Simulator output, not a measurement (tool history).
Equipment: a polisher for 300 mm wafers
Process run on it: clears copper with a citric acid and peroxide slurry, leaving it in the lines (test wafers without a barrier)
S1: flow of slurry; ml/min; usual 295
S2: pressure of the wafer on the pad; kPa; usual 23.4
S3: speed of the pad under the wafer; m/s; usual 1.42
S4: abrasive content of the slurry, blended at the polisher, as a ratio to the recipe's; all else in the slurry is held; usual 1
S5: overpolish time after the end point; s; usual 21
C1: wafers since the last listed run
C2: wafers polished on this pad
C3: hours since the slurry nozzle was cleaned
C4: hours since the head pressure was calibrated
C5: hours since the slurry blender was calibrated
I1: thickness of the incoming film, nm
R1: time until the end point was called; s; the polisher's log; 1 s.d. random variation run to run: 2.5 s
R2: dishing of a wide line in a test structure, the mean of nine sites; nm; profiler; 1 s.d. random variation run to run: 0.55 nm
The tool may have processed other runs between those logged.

run	hour	S1	S2	S3	S4	S5	C1	C2	C3	C4	C5	I1	R1	R2
1	0	295	23.4	1.78	1	21	0	241	213.3	1060.9	63.8	509.5	139.7	48.4
2	41.8	295	23.4	1.78	1	21	266	508	255.1	1102.7	105.6	506.7	133.9	48.2
3	81.5	295	23.4	1.78	1	21	253	761	294.8	1142.4	145.3	502.8	135.2	48.8
4	136.3	295	23.4	1.42	0.8	21	350	1111	349.6	1197.2	200.1	503.8	177.5	39.6
# hour 149.5: worn pad replaced by a new one
5	178.5	295	23.4	1.42	1	21	243	185	391.8	1239.4	242.3	516.9	173.4	42
6	213.9	295	23.4	1.42	1	21	226	411	427.2	1274.8	277.7	502	167.2	41.1
7	239.8	295	23.4	1.42	1	21	165	576	453.1	1300.7	303.6	516.3	172.6	40.5
# hour 320.6: slurry blender recalibrated
# hour 324.8: worn pad replaced by a new one
8	347.9	295	23.4	1.42	1	21	652	147	561.2	1408.8	27.3	513.8	163.5	44.3
9	403	295	23.4	1.42	1	21	351	499	616.3	1463.9	82.4	502.4	160.3	42
10	449.6	295	23.4	1.78	1	21	297	797	662.9	1510.5	129	503	139.3	48.4
11	487.5	295	23.4	1.42	0.7	28	242	1039	700.8	1548.4	166.9	508.6	176.3	49.6
# hour 495.5: worn pad replaced by a new one
# hour 541.2: head pressure recalibrated
# hour 561.7: slurry nozzle cleaned
12	580.2	295	26.2	1.08	1.1	17	547	521	18.5	39	259.6	506.5	179.4	33.4
13	627.6	295	23.4	1.42	1	21	302	824	65.9	86.4	307	506.7	167.9	41.3
# hour 660.6: worn pad replaced by a new one
14	680.3	205	17.2	1.42	0.85	30	311	125	118.6	139.1	359.7	512.3	256	39.9
# hour 744.2: slurry blender recalibrated
15	747.2	295	23.4	1.42	1	21	414	540	185.5	206	3	507	156.4	44.2
16	785.6	295	17.2	1.78	1	34	245	785	223.9	244.4	41.4	510.5	182.8	55.7
17	819.9	205	23.4	1.42	1.3	21	219	1004	258.2	278.7	75.7	510.9	166.9	42.9
# hour 845: worn pad replaced by a new one
18	877.3	245	23.4	1.42	1	21	341	206	315.6	336.1	133.1	513.3	171.6	41.9
19	934	295	23.4	1.42	1	17	362	568	372.3	392.8	189.8	503.4	170.1	34.8

What if the next run were any one of these 3? Each begins from the tool's condition after run 19:
A	934.5	295	23.4	1.42	1	30	3	571	372.8	393.3	190.3	512.6	?	?
B	934.5	295	29.6	1.42	1.2	21	3	571	372.8	393.3	190.3	512.6	?	?
C	934.5	295	17.9	1.42	0.8	30	3	571	372.8	393.3	190.3	512.6	?	?

run	R1	R2
A	167.2	53.6
B	128	50.8
C	226.7	42.1
Had the tool no hidden state, the same runs would have come out as:
run	R1	R2
A	156.6	56.2
B	119.7	53.4
C	212.7	44.2
